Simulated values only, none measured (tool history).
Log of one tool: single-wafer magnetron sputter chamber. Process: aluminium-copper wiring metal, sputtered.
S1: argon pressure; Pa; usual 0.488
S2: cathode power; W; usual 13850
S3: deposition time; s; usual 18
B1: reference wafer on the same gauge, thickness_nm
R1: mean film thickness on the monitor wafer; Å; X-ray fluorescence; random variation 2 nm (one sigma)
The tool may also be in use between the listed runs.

run     day     S1     S2    S3       B1       R1
  1       0  0.488  13850    18  347.886  4172.21
  2   0.592  0.488  12350  17.2  348.473  3691.75
  3   0.888  0.488  12350  17.2  347.489   3658.4
  4   1.433  0.488  12350  17.2  347.772  3643.69
  5   2.012  0.488  13850    18  348.518  4174.11
  6   2.629  0.488  13850    18  347.782   4120.1
  7   3.088  0.488  13850    18  348.512  4123.65
  8   3.521  0.437  13850    18  347.864  4266.11
  9   4.238  0.437  13850    18  347.705  4266.92
 10   4.817  0.437  13850    18  347.801  4253.96
 11   5.404  0.488  13850  19.3  348.184   4444.6
      5.871  -- magnet pack replaced
      6.375  -- sputter target and shields replaced
 12   6.396  0.488  13850  19.3  348.321  4544.73
 13   6.738  0.488  13850  19.3  348.477  4520.41
 14     7.2  0.377  12700    18  348.617  4271.64
 15   7.896  0.488  13850    18  348.172  4197.69
 16    8.55  0.538  11100  14.8  348.203  2808.25
      8.683  -- gauge calibrated
 17   9.167  0.488  13850    18  348.033  4112.69
 18   9.429  0.488  13850    18  348.033  4158.07
 19  10.038  0.309  11100  19.5  347.647   4352.3
     10.633  -- capacitance manometer re-zeroed and calibrated
 20  10.654  0.488  13850    18  347.883   4183.1
 21   10.95  0.488  13850    18   347.77  4122.67
 22   12.55  0.542  16200  15.8  348.214  3946.96
 23  13.042  0.488  13850  21.5  347.642   4899.1
 24   13.35  0.347  16650  19.4  347.892  5597.17
 25   13.95  0.655  15600    18   347.94   4028.3
 26  14.408  0.488  13850  21.6  347.524  4956.01
 27  14.838  0.488  13850    18  347.825  4095.03
 28  15.408  0.488  13850  21.6  347.849  4924.51
     16.238  -- sputter target and shields replaced
 29  16.258  0.387  16500  19.8  347.975  5695.72
 30  16.358  0.662  11300  19.7  348.661   3537.5
 31  16.629  0.488  13850    18  348.072  4244.85
 32  17.146    0.3  16700    18  348.323  5530.96
 33  17.554  0.488  13850  16.3  347.704  3775.72
 34    18.1  0.488  13850    18  348.309  4195.06

The same runs without the tool's hidden state, with the same run-to-run variation:
The hidden state here: deposition rate above that of a new target (%); true argon pressure above the setpoint (%); gauge reads high (%).
run       R1
  1  4241.17
  2  3760.73
  3  3730.23
  4  3720.86
  5  4268.31
  6  4218.18
  7  4225.06
  8   4373.8
  9  4378.49
 10  4367.77
 11  4565.79
 12  4565.67
 13  4553.48
 14  4316.85
 15  4259.61
 16  2858.73
 17  4197.01
 18  4247.24
 19  4454.02
 20  4287.69
 21  4228.57
 22  4059.47
 23  5041.83
 24   5762.2
 25  4149.47
 26  5107.01
 27  4221.11
 28  5077.92
 29  5717.37
 30  3553.84
 31  4273.38
 32  5587.98
 33  3824.02
 34  4260.85
